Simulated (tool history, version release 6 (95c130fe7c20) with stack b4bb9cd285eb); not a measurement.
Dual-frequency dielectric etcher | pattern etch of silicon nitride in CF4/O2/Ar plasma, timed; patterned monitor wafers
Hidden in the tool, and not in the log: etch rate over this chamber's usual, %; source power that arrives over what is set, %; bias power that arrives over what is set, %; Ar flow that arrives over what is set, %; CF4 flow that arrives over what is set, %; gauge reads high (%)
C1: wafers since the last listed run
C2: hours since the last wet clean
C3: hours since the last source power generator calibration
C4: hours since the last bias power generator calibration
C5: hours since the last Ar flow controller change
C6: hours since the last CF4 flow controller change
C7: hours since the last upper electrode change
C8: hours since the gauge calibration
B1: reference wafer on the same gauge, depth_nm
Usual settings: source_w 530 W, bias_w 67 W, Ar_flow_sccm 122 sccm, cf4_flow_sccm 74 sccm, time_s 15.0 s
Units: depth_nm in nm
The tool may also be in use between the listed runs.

run 1 hour=0.0 | source_w=530 bias_w=58 Ar_flow_sccm=122 cf4_flow_sccm=74 time_s=15.0 | C1=0 C2=419.4 C3=1695.8 C4=3159.5 C5=3238.3 C6=4774.4 C7=4769.8 C8=132.7 | B1=32.70 | depth_nm=30.80
run 2 hour=66.4 | source_w=530 bias_w=58 Ar_flow_sccm=122 cf4_flow_sccm=74 time_s=15.0 | C1=1172 C2=485.8 C3=1762.2 C4=3225.9 C5=3304.7 C6=4840.8 C7=4836.2 C8=199.1 | B1=32.71 | depth_nm=30.81
run 3 hour=129.3 | source_w=530 bias_w=67 Ar_flow_sccm=122 cf4_flow_sccm=74 time_s=15.0 | C1=1110 C2=548.7 C3=1825.1 C4=3288.8 C5=3367.6 C6=4903.7 C7=4899.1 C8=262.0 | B1=32.72 | depth_nm=33.60
-- hour=187.3 wet clean of the chamber
run 4 hour=187.8 | source_w=530 bias_w=67 Ar_flow_sccm=122 cf4_flow_sccm=74 time_s=15.0 | C1=609 C2=0.5 C3=1883.6 C4=3347.3 C5=3426.1 C6=4962.2 C7=4957.6 C8=320.5 | B1=32.69 | depth_nm=32.66
run 5 hour=232.3 | source_w=530 bias_w=67 Ar_flow_sccm=122 cf4_flow_sccm=74 time_s=15.0 | C1=785 C2=45.0 C3=1928.1 C4=3391.8 C5=3470.6 C6=5006.7 C7=5002.1 C8=365.0 | B1=32.68 | depth_nm=32.79
run 6 hour=288.8 | source_w=530 bias_w=67 Ar_flow_sccm=122 cf4_flow_sccm=74 time_s=15.0 | C1=997 C2=101.5 C3=1984.6 C4=3448.3 C5=3527.1 C6=5063.2 C7=5058.6 C8=421.5 | B1=32.71 | depth_nm=32.97
-- hour=326.2 CF4 flow controller replaced
run 7 hour=356.0 | source_w=530 bias_w=67 Ar_flow_sccm=122 cf4_flow_sccm=74 time_s=15.0 | C1=1080 C2=168.7 C3=2051.8 C4=3515.5 C5=3594.3 C6=29.8 C7=5125.8 C8=488.7 | B1=32.72 | depth_nm=33.06
-- hour=464.2 source power generator calibrated
-- hour=475.2 upper electrode replaced
run 8 hour=522.0 | source_w=530 bias_w=67 Ar_flow_sccm=122 cf4_flow_sccm=64 time_s=15.0 | C1=2666 C2=334.7 C3=57.8 C4=3681.5 C5=3760.3 C6=195.8 C7=46.8 C8=654.7 | B1=32.65 | depth_nm=31.94
run 9 hour=573.4 | source_w=530 bias_w=67 Ar_flow_sccm=122 cf4_flow_sccm=74 time_s=15.0 | C1=907 C2=386.1 C3=109.2 C4=3732.9 C5=3811.7 C6=247.2 C7=98.2 C8=706.1 | B1=32.68 | depth_nm=32.66
run 10 hour=635.7 | source_w=530 bias_w=67 Ar_flow_sccm=122 cf4_flow_sccm=74 time_s=15.0 | C1=1100 C2=448.4 C3=171.5 C4=3795.2 C5=3874.0 C6=309.5 C7=160.5 C8=768.4 | B1=32.70 | depth_nm=32.61
-- hour=656.3 Ar flow controller replaced
-- hour=661.8 bias power generator calibrated
run 11 hour=662.3 | source_w=530 bias_w=67 Ar_flow_sccm=122 cf4_flow_sccm=86 time_s=15.0 | C1=293 C2=475.0 C3=198.1 C4=0.5 C5=6.0 C6=336.1 C7=187.1 C8=795.0 | B1=32.68 | depth_nm=33.55
run 12 hour=700.4 | source_w=590 bias_w=67 Ar_flow_sccm=122 cf4_flow_sccm=74 time_s=15.0 | C1=672 C2=513.1 C3=236.2 C4=38.6 C5=44.1 C6=374.2 C7=225.2 C8=833.1 | B1=32.73 | depth_nm=34.73
-- hour=712.5 gauge calibrated
-- hour=744.9 wet clean of the chamber
run 13 hour=745.4 | source_w=530 bias_w=73 Ar_flow_sccm=122 cf4_flow_sccm=74 time_s=10.5 | C1=370 C2=0.5 C3=281.2 C4=83.6 C5=89.1 C6=419.2 C7=270.2 C8=32.9 | B1=32.73 | depth_nm=23.55
run 14 hour=785.4 | source_w=530 bias_w=82 Ar_flow_sccm=122 cf4_flow_sccm=74 time_s=17.0 | C1=706 C2=40.5 C3=321.2 C4=123.6 C5=129.1 C6=459.2 C7=310.2 C8=72.9 | B1=32.70 | depth_nm=40.57
run 15 hour=830.6 | source_w=530 bias_w=67 Ar_flow_sccm=122 cf4_flow_sccm=84 time_s=13.5 | C1=798 C2=85.7 C3=366.4 C4=168.8 C5=174.3 C6=504.4 C7=355.4 C8=118.1 | B1=32.69 | depth_nm=29.46
run 16 hour=868.6 | source_w=530 bias_w=82 Ar_flow_sccm=122 cf4_flow_sccm=74 time_s=17.0 | C1=671 C2=123.7 C3=404.4 C4=206.8 C5=212.3 C6=542.4 C7=393.4 C8=156.1 | B1=32.65 | depth_nm=40.79
run 17 hour=928.8 | source_w=640 bias_w=67 Ar_flow_sccm=122 cf4_flow_sccm=92 time_s=15.0 | C1=1063 C2=183.9 C3=464.6 C4=267.0 C5=272.5 C6=602.6 C7=453.6 C8=216.3 | B1=32.72 | depth_nm=37.07
run 18 hour=962.5 | source_w=530 bias_w=67 Ar_flow_sccm=122 cf4_flow_sccm=74 time_s=15.0 | C1=595 C2=217.6 C3=498.3 C4=300.7 C5=306.2 C6=636.3 C7=487.3 C8=250.0 | B1=32.65 | depth_nm=32.54
run 19 hour=1004.3 | source_w=530 bias_w=67 Ar_flow_sccm=122 cf4_flow_sccm=86 time_s=15.0 | C1=738 C2=259.4 C3=540.1 C4=342.5 C5=348.0 C6=678.1 C7=529.1 C8=291.8 | B1=32.73 | depth_nm=33.48
run 20 hour=1036.1 | source_w=530 bias_w=52 Ar_flow_sccm=122 cf4_flow_sccm=69 time_s=19.5 | C1=561 C2=291.2 C3=571.9 C4=374.3 C5=379.8 C6=709.9 C7=560.9 C8=323.6 | B1=32.64 | depth_nm=36.65

Forecast each of these 3 alternatives for the next run:
run A hour=1036.5 | source_w=530 bias_w=67 Ar_flow_sccm=122 cf4_flow_sccm=74 time_s=15.0 | C1=7 C2=291.6 C3=572.3 C4=374.7 C5=380.2 C6=710.3 C7=561.3 C8=324.0 | B1=? | depth_nm=?
run B hour=1036.5 | source_w=530 bias_w=67 Ar_flow_sccm=142 cf4_flow_sccm=80 time_s=15.0 | C1=7 C2=291.6 C3=572.3 C4=374.7 C5=380.2 C6=710.3 C7=561.3 C8=324.0 | B1=? | depth_nm=?
run C hour=1036.5 | source_w=470 bias_w=67 Ar_flow_sccm=96 cf4_flow_sccm=85 time_s=15.0 | C1=7 C2=291.6 C3=572.3 C4=374.7 C5=380.2 C6=710.3 C7=561.3 C8=324.0 | B1=? | depth_nm=?

run=A B1=32.69 depth_nm=32.78
run=B B1=32.69 depth_nm=32.73
run=C B1=32.69 depth_nm=31.92
Without the tool's hidden state the same runs would have given:
run=A depth_nm=32.12
run=B depth_nm=32.07
run=C depth_nm=31.28
